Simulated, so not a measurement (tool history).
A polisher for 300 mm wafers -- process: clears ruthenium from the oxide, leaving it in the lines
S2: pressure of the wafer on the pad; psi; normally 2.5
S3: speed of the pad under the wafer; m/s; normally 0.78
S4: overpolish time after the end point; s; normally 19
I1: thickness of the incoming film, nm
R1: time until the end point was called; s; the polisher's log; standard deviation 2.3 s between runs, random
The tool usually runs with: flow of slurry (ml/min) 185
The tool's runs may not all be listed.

Run 1, hour 0: usual settings; I1 165.6. Result: R1 143.8 s.
Run 2, hour 41.6: usual settings; I1 165.4. Result: R1 140.2 s.
At hour 51.4: worn pad replaced by a new one.
At hour 99.5: slurry nozzle cleaned.
Run 3, hour 100: usual settings; I1 167.8. Result: R1 134.6 s.
Run 4, hour 150: usual settings; I1 165.9. Result: R1 139.1 s.
Run 5, hour 184.3: usual settings; I1 163.5. Result: R1 131.4 s.
At hour 230.1: worn pad replaced by a new one.
Run 6, hour 242: usual settings; I1 166.1. Result: R1 136.6 s.
Run 7, hour 312.2: usual settings; I1 164.5. Result: R1 135.4 s.
Run 8, hour 383.3: usual settings but flow of slurry (ml/min) 205; I1 163.6. Result: R1 137.5 s.
At hour 416.6: worn pad replaced by a new one.
At hour 428.4: head pressure recalibrated.
Run 9, hour 432.7: usual settings but flow of slurry (ml/min) 205; I1 164.3. Result: R1 137.2 s.
Run 10, hour 489.5: usual settings but flow of slurry (ml/min) 155, S2 1.9 psi, S3 0.52 m/s, S4 30 s; I1 162.8. Result: R1 254.2 s.
Run 11, hour 542.9: usual settings but S2 3.1 psi, S4 14 s; I1 164.1. Result: R1 124.4 s.
At hour 579.6: slurry nozzle cleaned.
At hour 599.3: worn pad replaced by a new one.
Run 12, hour 599.8: usual settings but flow of slurry (ml/min) 125, S2 2 psi, S3 0.56 m/s; I1 164.6. Result: R1 214.2 s.
Run 13, hour 626: usual settings; I1 166.5. Result: R1 138.9 s.
Run 14, hour 669.6: usual settings but flow of slurry (ml/min) 130, S3 0.64 m/s, S4 14 s; I1 164.3. Result: R1 168.2 s.
Run 15, hour 735.2: usual settings but S3 0.66 m/s, S4 15 s; I1 166.6. Result: R1 161.8 s.
Run 16, hour 788.3: usual settings but flow of slurry (ml/min) 140; I1 162.8. Result: R1 138 s.
At hour 801.7: worn pad replaced by a new one.
Run 17, hour 853.2: usual settings; I1 163.7. Result: R1 140.3 s.
Run 18, hour 904.4: usual settings; I1 167.1. Result: R1 136 s.

Forecast each of these 4 alternatives for the next run:
Run A, hour 904.9: usual settings; I1 165.2. Result: R1 ?.
Run B, hour 904.9: usual settings but flow of slurry (ml/min) 230; I1 165.2. Result: R1 ?.
Run C, hour 904.9: usual settings but flow of slurry (ml/min) 165, S3 0.5 m/s; I1 165.2. Result: R1 ?.
Run D, hour 904.9: usual settings but S2 2.8 psi, S4 22 s; I1 165.2. Result: R1 ?.

run     R1
  A  139.9
  B  136.2
  C  221.5
  D  130.1
With the hidden condition removed and each run's random variation left untouched, the same runs would have given:
run     R1
  A  135.6
  B  132.7
  C  214.2
  D  126.1
